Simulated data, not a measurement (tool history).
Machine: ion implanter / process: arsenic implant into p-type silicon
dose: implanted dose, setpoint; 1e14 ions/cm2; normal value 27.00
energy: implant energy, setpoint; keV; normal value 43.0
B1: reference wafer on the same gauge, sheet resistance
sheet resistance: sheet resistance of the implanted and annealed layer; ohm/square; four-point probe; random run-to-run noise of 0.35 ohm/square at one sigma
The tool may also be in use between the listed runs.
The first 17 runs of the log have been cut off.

run 18 hour=192.3 | dose=27.00 energy=39.0 | B1=53.39 | sheet_resistance=67.39
run 19 hour=229.9 | dose=33.10 energy=35.0 | B1=53.38 | sheet_resistance=64.52
-- hour=248.1 Faraday cup replaced and dose calibrated
run 20 hour=248.6 | dose=24.37 energy=43.0 | B1=53.37 | sheet_resistance=69.26
-- hour=257.7 extraction supply calibrated
run 21 hour=258.2 | dose=24.21 energy=37.0 | B1=53.39 | sheet_resistance=71.45
run 22 hour=298.7 | dose=27.00 energy=51.0 | B1=53.44 | sheet_resistance=63.29
run 23 hour=307.3 | dose=27.00 energy=34.0 | B1=53.41 | sheet_resistance=70.34
run 24 hour=313.4 | dose=27.00 energy=43.0 | B1=53.44 | sheet_resistance=66.36
run 25 hour=326.0 | dose=20.91 energy=51.5 | B1=53.42 | sheet_resistance=71.65
-- hour=332.8 gauge calibrated
run 26 hour=333.8 | dose=21.15 energy=43.0 | B1=53.39 | sheet_resistance=74.94
run 27 hour=370.3 | dose=33.69 energy=36.0 | B1=53.38 | sheet_resistance=63.95
run 28 hour=379.3 | dose=27.00 energy=43.0 | B1=53.36 | sheet_resistance=66.06
run 29 hour=387.0 | dose=34.82 energy=35.5 | B1=53.38 | sheet_resistance=62.91
run 30 hour=404.7 | dose=31.75 energy=52.5 | B1=53.39 | sheet_resistance=58.40
run 31 hour=415.5 | dose=27.00 energy=43.0 | B1=53.37 | sheet_resistance=65.74
run 32 hour=433.0 | dose=27.00 energy=43.0 | B1=53.40 | sheet_resistance=66.82
run 33 hour=442.9 | dose=22.95 energy=31.0 | B1=53.37 | sheet_resistance=76.63
run 34 hour=456.3 | dose=27.00 energy=43.0 | B1=53.42 | sheet_resistance=66.33
run 35 hour=463.2 | dose=23.93 energy=51.0 | B1=53.42 | sheet_resistance=66.55
run 36 hour=476.3 | dose=27.00 energy=43.0 | B1=53.38 | sheet_resistance=66.47
run 37 hour=489.9 | dose=30.57 energy=43.0 | B1=53.36 | sheet_resistance=62.70
run 38 hour=500.2 | dose=27.00 energy=43.0 | B1=53.39 | sheet_resistance=66.50
run 39 hour=508.8 | dose=21.71 energy=54.5 | B1=53.40 | sheet_resistance=69.42

3 ways to go on from here, each from the tool as it stands after run 39. What would each give?
run A hour=509.2 | dose=22.53 energy=43.0 | B1=? | sheet_resistance=?
run B hour=509.2 | dose=24.01 energy=33.0 | B1=? | sheet_resistance=?
run C hour=509.2 | dose=33.52 energy=50.0 | B1=? | sheet_resistance=?

run=A B1=53.44 sheet_resistance=71.55
run=B B1=53.44 sheet_resistance=73.58
run=C B1=53.44 sheet_resistance=57.93
What these runs would have given with no unlogged condition in the tool:
run=A sheet_resistance=71.55
run=B sheet_resistance=73.58
run=C sheet_resistance=57.93
